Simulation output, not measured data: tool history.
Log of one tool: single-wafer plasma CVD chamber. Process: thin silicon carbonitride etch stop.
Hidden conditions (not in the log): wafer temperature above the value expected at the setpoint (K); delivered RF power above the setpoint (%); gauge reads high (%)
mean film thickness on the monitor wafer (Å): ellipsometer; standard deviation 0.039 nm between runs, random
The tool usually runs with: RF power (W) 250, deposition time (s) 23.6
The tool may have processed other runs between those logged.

run,hour,RF power (W),deposition time (s),wafers since the last listed run,hours since the last thermocouple change,hours since the last RF generator calibration,hours since the showerhead was replaced,hours since the gauge calibration,"read-back reference wafer on the same gauge, thickness_nm",mean film thickness on the monitor wafer (Å)
1,0,250,23.6,0,382.3,1584.7,4107,1951.7,13.198,129.67
2,74.2,250,25.1,2154,456.5,1658.9,4181.2,2025.9,13.199,137.04
3,153.6,250,25.1,2305,535.9,1738.3,4260.6,2105.3,13.21,137.17
4,241,250,23.6,2537,623.3,1825.7,4348,2192.7,13.214,130.05
# hour 251.7: RF generator calibrated
5,329.4,250,23.6,2334,711.7,77.7,4436.4,2281.1,13.218,132.65
6,409.1,250,23.6,2313,791.4,157.4,4516.1,2360.8,13.193,131.52
7,452.5,250,23.6,1259,834.8,200.8,4559.5,2404.2,13.199,131.44
8,525.7,250,23.6,2125,908,274,4632.7,2477.4,13.19,130.88
9,569.6,250,23.6,1274,951.9,317.9,4676.6,2521.3,13.189,130.83
10,633.9,250,23.6,1866,1016.2,382.2,4740.9,2585.6,13.201,131.37
11,733.6,250,23.6,2894,1115.9,481.9,4840.6,2685.3,13.217,130.92
12,773.8,250,23.6,1167,1156.1,522.1,4880.8,2725.5,13.2,130.47
13,853,250,23.6,2299,1235.3,601.3,4960,2804.7,13.204,130.7
14,960.7,270,23.6,3126,1343,709,5067.7,2912.4,13.208,132.49
15,1019.9,250,23.6,1718,1402.2,768.2,5126.9,2971.6,13.212,130.25
# hour 1070.1: gauge calibrated
16,1256.8,250,23.6,6877,1639.1,1005.1,5363.8,186.7,13.205,129.9
17,1355.5,250,23.6,2865,1737.8,1103.8,5462.5,285.4,13.191,129.38
18,1415.3,200,27.4,1736,1797.6,1163.6,5522.3,345.2,13.193,141.39
19,1453.5,265,20.9,1108,1835.8,1201.8,5560.5,383.4,13.197,116.27
20,1551.5,250,23.6,2845,1933.8,1299.8,5658.5,481.4,13.194,130.14
21,1606,265,28.3,1582,1988.3,1354.3,5713,535.9,13.202,158.07
22,1905,270,25.1,8680,2287.3,1653.3,6012,834.9,13.215,139.63
23,1949.1,275,25.1,1280,2331.4,1697.4,6056.1,879,13.197,140.84
24,2036.6,205,19,2540,2418.9,1784.9,6143.6,966.5,13.202,98.24
25,2089.2,280,21.9,1527,2471.5,1837.5,6196.2,1019.1,13.201,124.19
# hour 2145.6: thermocouple changed; heater temperature recalibrated
26,2177.8,275,20.3,2339,32.2,1926.1,6284.8,1107.7,13.197,114.35
27,2260.3,235,24.9,2395,114.7,2008.6,6367.3,1190.2,13.18,134.33
# hour 2280: RF generator calibrated
# hour 2318.1: showerhead replaced
28,2564.5,250,23.6,8366,418.9,284.5,246.4,1494.4,13.204,130.76
29,2656.8,250,23.6,2679,511.2,376.8,338.7,1586.7,13.204,130.88
30,2705.6,250,23.6,1416,560,425.6,387.5,1635.5,13.199,130.84
31,2790,205,23.6,2450,644.4,510,471.9,1719.9,13.196,123.53
32,2877.5,250,23.6,2540,731.9,597.5,559.4,1807.4,13.2,130.02
33,2958.6,295,25.2,2354,813,678.6,640.5,1888.5,13.201,144.78
34,3020.8,295,23.6,1805,875.2,740.8,702.7,1950.7,13.207,136.15

Hidden state or all else? Some run-to-run changes of mean film thickness on the monitor wafer (Å), split into what the settings, what came in and random variation would give without the hidden state, and what is left for the hidden state (with any gauge scatter that isn't in both results):
Run 4 -> 5: RF generator calibrated. mean film thickness on the monitor wafer (Å) +2.6: hidden state +2.79, all else -0.19.
Run 20 -> 21: RF power (W) 250 -> 265, deposition time (s) 23.6 -> 28.3. mean film thickness on the monitor wafer (Å) +27.93: hidden state -0.62, all else +28.55.
Run 23 -> 24: RF power (W) 275 -> 205, deposition time (s) 25.1 -> 19. mean film thickness on the monitor wafer (Å) -42.6: hidden state +0.93, all else -43.53.
Run 24 -> 25: RF power (W) 205 -> 280, deposition time (s) 19 -> 21.9. mean film thickness on the monitor wafer (Å) +25.95: hidden state -0.61, all else +26.56.
Run 27 -> 28: RF power (W) 235 -> 250, deposition time (s) 24.9 -> 23.6, RF generator calibrated, showerhead replaced. mean film thickness on the monitor wafer (Å) -3.57: hidden state +1.63, all else -5.2.
